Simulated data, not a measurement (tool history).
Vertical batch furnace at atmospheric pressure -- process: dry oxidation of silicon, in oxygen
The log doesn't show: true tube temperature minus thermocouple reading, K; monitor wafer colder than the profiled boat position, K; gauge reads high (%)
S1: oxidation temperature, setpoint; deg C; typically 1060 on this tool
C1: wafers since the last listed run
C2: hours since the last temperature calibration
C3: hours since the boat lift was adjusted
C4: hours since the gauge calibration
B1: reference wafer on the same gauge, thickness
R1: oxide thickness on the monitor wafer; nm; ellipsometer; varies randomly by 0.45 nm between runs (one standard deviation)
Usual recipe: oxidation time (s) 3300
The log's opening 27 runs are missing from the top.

{"run": 28, "day": 100.971, "S1": 1044, "oxidation time (s)": 4440, "C1": 975, "C2": 1545.9, "C3": 1319.8, "C4": 493.2, "B1": 71.15, "R1": 87.19}
{"run": 29, "day": 103.1, "S1": 1041, "oxidation time (s)": 4560, "C1": 881, "C2": 1597.0, "C3": 1370.9, "C4": 544.3, "B1": 71.14, "R1": 86.18}
{"run": 30, "day": 105.633, "S1": 1060, "oxidation time (s)": 3300, "C1": 1048, "C2": 1657.8, "C3": 1431.7, "C4": 605.1, "B1": 71.21, "R1": 81.07}
{"run": 31, "day": 108.088, "S1": 1048, "oxidation time (s)": 4620, "C1": 1015, "C2": 1716.7, "C3": 1490.6, "C4": 664.0, "B1": 71.15, "R1": 91.53}
{"run": 32, "day": 111.238, "S1": 1060, "oxidation time (s)": 2640, "C1": 1303, "C2": 1792.3, "C3": 1566.2, "C4": 739.6, "B1": 71.19, "R1": 72.08}
{"run": 33, "day": 115.625, "S1": 1078, "oxidation time (s)": 3300, "C1": 1815, "C2": 1897.6, "C3": 1671.5, "C4": 844.9, "B1": 71.13, "R1": 94.56}
{"run": 34, "day": 117.333, "S1": 1060, "oxidation time (s)": 3300, "C1": 706, "C2": 1938.6, "C3": 1712.5, "C4": 885.9, "B1": 71.28, "R1": 82.79}
{"run": 35, "day": 119.729, "S1": 1060, "oxidation time (s)": 3750, "C1": 991, "C2": 1996.1, "C3": 1770.0, "C4": 943.4, "B1": 71.26, "R1": 90.01}
{"run": 36, "day": 121.8, "S1": 1060, "oxidation time (s)": 4620, "C1": 856, "C2": 2045.8, "C3": 1819.7, "C4": 993.1, "B1": 71.21, "R1": 102.13}
{"run": 37, "day": 126.021, "S1": 1060, "oxidation time (s)": 3300, "C1": 1746, "C2": 2147.1, "C3": 1921.0, "C4": 1094.4, "B1": 71.21, "R1": 82.24}
{"run": 38, "day": 129.779, "S1": 1074, "oxidation time (s)": 2040, "C1": 1555, "C2": 2237.3, "C3": 2011.2, "C4": 1184.6, "B1": 71.17, "R1": 68.28}

Alternative continuations, all from the tool just after run 38; predict every row:
{"run": "A", "day": 129.938, "S1": 1060, "oxidation time (s)": 3300, "C1": 65, "C2": 2241.1, "C3": 2015.0, "C4": 1188.4, "B1": "?", "R1": "?"}
{"run": "B", "day": 129.938, "S1": 1060, "oxidation time (s)": 1980, "C1": 65, "C2": 2241.1, "C3": 2015.0, "C4": 1188.4, "B1": "?", "R1": "?"}
{"run": "C", "day": 129.938, "S1": 1052, "oxidation time (s)": 2790, "C1": 65, "C2": 2241.1, "C3": 2015.0, "C4": 1188.4, "B1": "?", "R1": "?"}
{"run": "D", "day": 129.938, "S1": 1047, "oxidation time (s)": 4380, "C1": 65, "C2": 2241.1, "C3": 2015.0, "C4": 1188.4, "B1": "?", "R1": "?"}
{"run": "E", "day": 129.938, "S1": 1075, "oxidation time (s)": 2460, "C1": 65, "C2": 2241.1, "C3": 2015.0, "C4": 1188.4, "B1": "?", "R1": "?"}

run=A B1=71.19 R1=83.27
run=B B1=71.19 R1=60.92
run=C B1=71.19 R1=70.33
run=D B1=71.19 R1=89.73
run=E B1=71.19 R1=78.04
What these runs would have given with no unlogged condition in the tool:
run=A R1=80.68
run=B R1=59.02
run=C R1=68.08
run=D R1=86.85
run=E R1=75.71

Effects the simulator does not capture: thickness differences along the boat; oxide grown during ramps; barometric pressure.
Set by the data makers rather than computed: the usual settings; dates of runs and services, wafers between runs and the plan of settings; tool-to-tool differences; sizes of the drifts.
